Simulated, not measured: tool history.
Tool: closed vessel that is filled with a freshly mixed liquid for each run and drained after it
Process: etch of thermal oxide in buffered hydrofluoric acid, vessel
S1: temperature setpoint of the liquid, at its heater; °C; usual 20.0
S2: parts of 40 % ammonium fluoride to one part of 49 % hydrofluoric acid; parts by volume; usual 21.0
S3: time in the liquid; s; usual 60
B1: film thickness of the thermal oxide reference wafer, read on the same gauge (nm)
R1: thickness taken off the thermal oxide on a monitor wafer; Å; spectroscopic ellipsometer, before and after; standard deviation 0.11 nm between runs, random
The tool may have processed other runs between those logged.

Run 1, hour 0.0: usual settings; B1 100.00. Result: R1 295.8 Å.
Run 2, hour 27.2: usual settings; B1 100.00. Result: R1 296.2 Å.
Run 3, hour 91.5: usual settings; B1 100.02. Result: R1 295.2 Å.
At hour 119.0: gauge calibrated.
Run 4, hour 173.5: usual settings; B1 100.03. Result: R1 295.4 Å.
Run 5, hour 231.3: usual settings; B1 99.97. Result: R1 296.4 Å.
Run 6, hour 300.7: usual settings; B1 100.04. Result: R1 297.4 Å.
At hour 443.9: hydrofluoric acid flow meter replaced.
Run 7, hour 447.4: usual settings; B1 100.03. Result: R1 296.8 Å.
Run 8, hour 499.9: usual settings; B1 99.97. Result: R1 296.6 Å.
At hour 544.2: thermometer replaced.
Run 9, hour 562.3: usual settings; B1 99.98. Result: R1 296.1 Å.
Run 10, hour 589.3: usual settings but S2 15.0 parts by volume, S3 70 s; B1 100.00. Result: R1 471.4 Å.
Run 11, hour 655.2: usual settings but S2 15.0 parts by volume, S3 70 s; B1 99.95. Result: R1 474.4 Å.
Run 12, hour 730.9: usual settings but S3 50 s; B1 99.96. Result: R1 246.0 Å.
At hour 773.4: gauge calibrated.
Run 13, hour 796.3: usual settings; B1 99.98. Result: R1 295.1 Å.
Run 14, hour 861.1: usual settings; B1 100.01. Result: R1 296.0 Å.
Run 15, hour 918.8: usual settings but S1 17.0 °C; B1 100.07. Result: R1 250.2 Å.
Run 16, hour 988.0: usual settings but S1 17.0 °C, S2 14.0 parts by volume; B1 99.99. Result: R1 366.8 Å.
Run 17, hour 1027.3: usual settings; B1 100.00. Result: R1 294.3 Å.
Run 18, hour 1071.3: usual settings but S1 22.0 °C, S2 28.5 parts by volume, S3 70 s; B1 100.00. Result: R1 311.3 Å.
At hour 1088.3: thermometer replaced.
Run 19, hour 1195.8: usual settings but S2 14.5 parts by volume, S3 40 s; B1 99.93. Result: R1 279.4 Å.
Run 20, hour 1239.3: usual settings but S1 23.5 °C, S2 18.0 parts by volume, S3 70 s; B1 100.02. Result: R1 480.5 Å.
Run 21, hour 1271.6: usual settings but S2 18.0 parts by volume; B1 99.99. Result: R1 337.5 Å.
Run 22, hour 1312.7: usual settings but S3 35 s; B1 99.93. Result: R1 173.2 Å.
Run 23, hour 1348.8: usual settings but S2 24.0 parts by volume; B1 100.02. Result: R1 269.5 Å.
Run 24, hour 1405.6: usual settings; B1 99.96. Result: R1 294.9 Å.

Predict each of these 3 candidate next runs independently; none follows another, all start after run 24:
Run A, hour 1406.3: usual settings; B1 ?. Result: R1 ?.
Run B, hour 1406.3: usual settings but S2 29.0 parts by volume; B1 ?. Result: R1 ?.
Run C, hour 1406.3: usual settings but S3 45 s; B1 ?. Result: R1 ?.

run      B1     R1
  A  100.00  295.1
  B  100.00  236.1
  C  100.00  221.4
Take away the tool's hidden state, keep each run's random variation, and the runs would have read:
run     R1
  A  295.1
  B  236.1
  C  221.4
